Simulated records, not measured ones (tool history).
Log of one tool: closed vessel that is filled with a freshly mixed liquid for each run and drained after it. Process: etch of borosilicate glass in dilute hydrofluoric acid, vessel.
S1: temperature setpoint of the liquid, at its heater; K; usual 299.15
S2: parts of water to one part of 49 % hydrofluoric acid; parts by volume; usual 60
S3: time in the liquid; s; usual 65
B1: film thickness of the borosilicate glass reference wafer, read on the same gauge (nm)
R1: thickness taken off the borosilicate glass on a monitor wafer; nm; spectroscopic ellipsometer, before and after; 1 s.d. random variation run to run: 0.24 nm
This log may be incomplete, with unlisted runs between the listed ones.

run    hour      S1  S2  S3     B1     R1
  1       0  302.15  60  65  80.04   37.7
  2    61.6  299.15  60  65  79.94  32.97
  3   114.7  299.15  80  95  79.91  35.44
  4   178.3  299.15  80  95  79.81  35.15
  5     250  299.15  45  80  79.69  55.18
  6   289.2  299.15  45  80  79.65  55.29
  7   313.9  299.15  85  50  79.64   17.3
  8   338.1  299.15  85  50  79.57  17.29
  9     403  299.15  60  65  79.46  33.18
 10   466.4  299.15  60  65  79.35  32.68
 11   498.5  297.15  80  35  79.27  11.95
 12   526.4  297.15  80  65  79.26  22.25
 13   550.4  295.65  60  80  79.17  35.16
 14   589.5  301.65  70  85  79.08   39.7
 15   658.7  299.15  30  65  78.96  67.83
 16   719.9  299.15  50  65  78.85  39.95
 17   764.6  296.15  60  85  78.76  37.68
 18   798.2  297.65  45  65   78.7  41.41
 19   845.8  302.15  60  65  78.57  36.89
 20   908.9  299.15  60  65  78.39  32.45
 21   959.2  294.65  90  65  78.25  17.51
 22  1021.8  294.65  50  45   78.1   22.4
 23    1052  301.65  35  90  78.04  88.84
 24  1123.5  296.15  60  85  79.94  38.01
 25    1184  299.15  90  65  79.91  21.18
 26  1227.6  295.65  60  80  79.99  35.44
 27  1290.7  299.15  70  85   79.9  36.29
 28  1316.2  299.15  45  95  79.93  65.42
 29  1372.6  299.15  60  65  79.91  33.52
 30  1415.2  299.15  60  65  79.88  33.48
 31  1449.3  299.15  35  95  79.85  85.82
 32  1496.2  299.15  40  65  79.81  50.04
 33  1556.3  299.15  35  35  79.77  31.29

Not shown here: 3 entries made in the log between runs. Locate each between two listed runs and compare the hidden state at the listed run before it with the hidden state at the listed run after it:
Between runs 4 and 5: hydrofluoric acid flow meter replaced (hour 203.9); thermometer replaced (hour 231.4)
  gauge reads high (%): -0.25 -> -0.379
  difference, measured minus the result without the unlogged condition, R1: -0.09 -> -0.21 nm
Between runs 23 and 24: gauge calibrated (hour 1059.5)
  gauge reads high (%): -2.44 -> -0.062
  difference, measured minus the result without the unlogged condition, R1: -2.23 -> -0.02 nm

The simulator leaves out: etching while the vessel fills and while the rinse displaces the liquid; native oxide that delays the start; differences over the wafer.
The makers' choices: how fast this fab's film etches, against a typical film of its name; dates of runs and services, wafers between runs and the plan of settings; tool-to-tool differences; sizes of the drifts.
